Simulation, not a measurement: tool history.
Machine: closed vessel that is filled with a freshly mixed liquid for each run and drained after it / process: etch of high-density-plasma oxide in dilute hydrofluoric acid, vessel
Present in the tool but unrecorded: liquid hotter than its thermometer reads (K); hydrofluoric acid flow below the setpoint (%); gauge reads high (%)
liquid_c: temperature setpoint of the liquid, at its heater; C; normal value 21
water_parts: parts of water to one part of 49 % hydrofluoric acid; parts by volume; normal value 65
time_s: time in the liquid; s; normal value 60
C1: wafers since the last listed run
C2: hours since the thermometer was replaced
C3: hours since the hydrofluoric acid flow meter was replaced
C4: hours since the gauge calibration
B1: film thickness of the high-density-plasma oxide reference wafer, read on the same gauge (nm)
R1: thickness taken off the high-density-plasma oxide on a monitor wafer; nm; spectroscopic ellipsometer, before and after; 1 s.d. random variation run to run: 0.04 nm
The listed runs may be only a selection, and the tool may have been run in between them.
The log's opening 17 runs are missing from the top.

{"day": 37.35, "done": "gauge calibrated"}
{"run": 18, "day": 38.292, "liquid_c": 17, "water_parts": 65, "time_s": 60, "C1": 5245, "C2": 360.3, "C3": 627.3, "C4": 22.6, "B1": 110.007, "R1": 3.711}
{"run": 19, "day": 39.862, "liquid_c": 17, "water_parts": 65, "time_s": 45, "C1": 5096, "C2": 398, "C3": 665, "C4": 60.3, "B1": 110.053, "R1": 2.746}
{"run": 20, "day": 42.108, "liquid_c": 25, "water_parts": 75, "time_s": 40, "C1": 7287, "C2": 451.9, "C3": 718.9, "C4": 114.2, "B1": 109.998, "R1": 2.903}
{"day": 42.746, "done": "hydrofluoric acid flow meter replaced"}
{"run": 21, "day": 44.742, "liquid_c": 17, "water_parts": 35, "time_s": 60, "C1": 8409, "C2": 515.1, "C3": 47.9, "C4": 177.4, "B1": 110.019, "R1": 7.42}
{"day": 45.95, "done": "thermometer replaced"}
{"run": 22, "day": 45.992, "liquid_c": 21, "water_parts": 90, "time_s": 75, "C1": 3920, "C2": 1, "C3": 77.9, "C4": 207.4, "B1": 109.994, "R1": 4}
{"run": 23, "day": 48.2, "liquid_c": 21, "water_parts": 65, "time_s": 60, "C1": 7165, "C2": 54, "C3": 130.9, "C4": 260.4, "B1": 109.962, "R1": 4.535}
{"run": 24, "day": 49.5, "liquid_c": 23, "water_parts": 50, "time_s": 60, "C1": 4218, "C2": 85.2, "C3": 162.1, "C4": 291.6, "B1": 109.994, "R1": 6.593}
{"run": 25, "day": 52.4, "liquid_c": 23.5, "water_parts": 50, "time_s": 75, "C1": 9409, "C2": 154.8, "C3": 231.7, "C4": 361.2, "B1": 109.976, "R1": 8.206}
{"run": 26, "day": 55.225, "liquid_c": 21, "water_parts": 65, "time_s": 60, "C1": 9166, "C2": 222.6, "C3": 299.5, "C4": 429, "B1": 110.025, "R1": 4.484}
{"run": 27, "day": 57.221, "liquid_c": 24.5, "water_parts": 55, "time_s": 85, "C1": 6475, "C2": 270.5, "C3": 347.4, "C4": 476.9, "B1": 110.017, "R1": 8.734}
{"run": 28, "day": 59.683, "liquid_c": 25, "water_parts": 80, "time_s": 60, "C1": 7990, "C2": 329.6, "C3": 406.5, "C4": 536, "B1": 109.997, "R1": 4.175}
{"run": 29, "day": 60.783, "liquid_c": 21, "water_parts": 80, "time_s": 70, "C1": 3569, "C2": 356, "C3": 432.9, "C4": 562.4, "B1": 109.994, "R1": 4.12}
{"run": 30, "day": 63.488, "liquid_c": 21, "water_parts": 80, "time_s": 85, "C1": 8774, "C2": 420.9, "C3": 497.8, "C4": 627.3, "B1": 109.968, "R1": 4.959}
{"run": 31, "day": 66.283, "liquid_c": 19, "water_parts": 80, "time_s": 60, "C1": 9071, "C2": 488, "C3": 564.9, "C4": 694.4, "B1": 110.022, "R1": 3.19}

5 ways to go on from here, each from the tool as it stands after run 31. What would each give?
{"run": "A", "day": 66.312, "liquid_c": 21, "water_parts": 65, "time_s": 60, "C1": 94, "C2": 488.7, "C3": 565.6, "C4": 695.1, "B1": "?", "R1": "?"}
{"run": "B", "day": 66.312, "liquid_c": 24, "water_parts": 40, "time_s": 60, "C1": 94, "C2": 488.7, "C3": 565.6, "C4": 695.1, "B1": "?", "R1": "?"}
{"run": "C", "day": 66.312, "liquid_c": 21, "water_parts": 95, "time_s": 30, "C1": 94, "C2": 488.7, "C3": 565.6, "C4": 695.1, "B1": "?", "R1": "?"}
{"run": "D", "day": 66.312, "liquid_c": 25.5, "water_parts": 40, "time_s": 75, "C1": 94, "C2": 488.7, "C3": 565.6, "C4": 695.1, "B1": "?", "R1": "?"}
{"run": "E", "day": 66.312, "liquid_c": 21, "water_parts": 65, "time_s": 75, "C1": 94, "C2": 488.7, "C3": 565.6, "C4": 695.1, "B1": "?", "R1": "?"}

run=A B1=110.008 R1=4.322
run=B B1=110.008 R1=8.228
run=C B1=110.008 R1=1.424
run=D B1=110.008 R1=10.94
run=E B1=110.008 R1=5.402
Stripped of hidden state, with their random variation kept, the same runs would have yielded:
run=A R1=4.649
run=B R1=8.835
run=C R1=1.535
run=D R1=11.749
run=E R1=5.811

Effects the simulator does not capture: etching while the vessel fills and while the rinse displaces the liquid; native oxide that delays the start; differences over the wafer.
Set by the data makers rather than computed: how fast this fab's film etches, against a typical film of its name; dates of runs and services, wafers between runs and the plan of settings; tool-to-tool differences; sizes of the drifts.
